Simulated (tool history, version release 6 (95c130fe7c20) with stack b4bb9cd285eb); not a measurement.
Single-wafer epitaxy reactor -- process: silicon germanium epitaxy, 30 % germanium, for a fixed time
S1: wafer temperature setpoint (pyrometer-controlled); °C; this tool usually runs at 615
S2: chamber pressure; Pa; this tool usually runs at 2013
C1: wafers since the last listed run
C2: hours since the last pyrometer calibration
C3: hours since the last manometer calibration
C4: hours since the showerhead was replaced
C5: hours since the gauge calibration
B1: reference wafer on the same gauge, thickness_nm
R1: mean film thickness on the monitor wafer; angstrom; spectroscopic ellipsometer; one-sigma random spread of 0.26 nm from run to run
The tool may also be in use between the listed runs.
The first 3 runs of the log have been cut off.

run     day   S1    S2    C1      C2      C3      C4      C5      B1      R1
  4   9.467  615  2013  1868  1751.1  1123.0  3389.8   155.0  68.785  681.59
  5  11.092  615  2013  1047  1790.1  1162.0  3428.8   194.0  68.744  680.89
  6  14.162  615  2013  1978  1863.8  1235.7  3502.5   267.7  68.684  674.96
  7  17.792  615  2013  2338  1950.9  1322.8  3589.6   354.8  68.671  675.18
  8  19.829  615  2013  1312  1999.8  1371.7  3638.5   403.7  68.662  672.07
     21.158  -- pyrometer calibrated
  9  22.621  615  2013  1583    35.1  1438.7  3705.5   470.7  68.658  709.75
 10  27.012  615  2013  2829   140.5  1544.1  3810.9   576.1  68.729  703.96
 11  30.688  615  1653  2367   228.7  1632.3  3899.1   664.3  68.676  625.80
 12  33.496  615  1507  1809   296.1  1699.7  3966.5   731.7  68.655  582.15
 13  38.708  603  2293  3358   421.2  1824.8  4091.6   856.8  68.684  630.15
 14  42.521  615  2013  2456   512.7  1916.3  4183.1   948.3  68.691  705.35
 15  44.038  615  2013   977   549.1  1952.7  4219.5   984.7  68.666  703.16
 16  47.388  607  2320  2158   629.5  2033.1  4299.9  1065.1  68.705  671.60
     48.667  -- showerhead replaced
 17  50.142  621  1533  1559   695.6  2099.2    35.4  1131.2  68.598  647.06
 18  54.254  615  2013  2649   794.3  2197.9   134.1  1229.9  68.703  697.29

Estimate the outcome of run 19 from the log above:
 19  56.296  615  2013  1315  843.3  2246.9  183.1  1278.9   ?   ?

{"run 19": {"B1": 68.701, "R1": 698.28}}
Were there no unlogged condition in the tool, this run, its random variation unchanged, would have produced R1 718.37 angstrom.
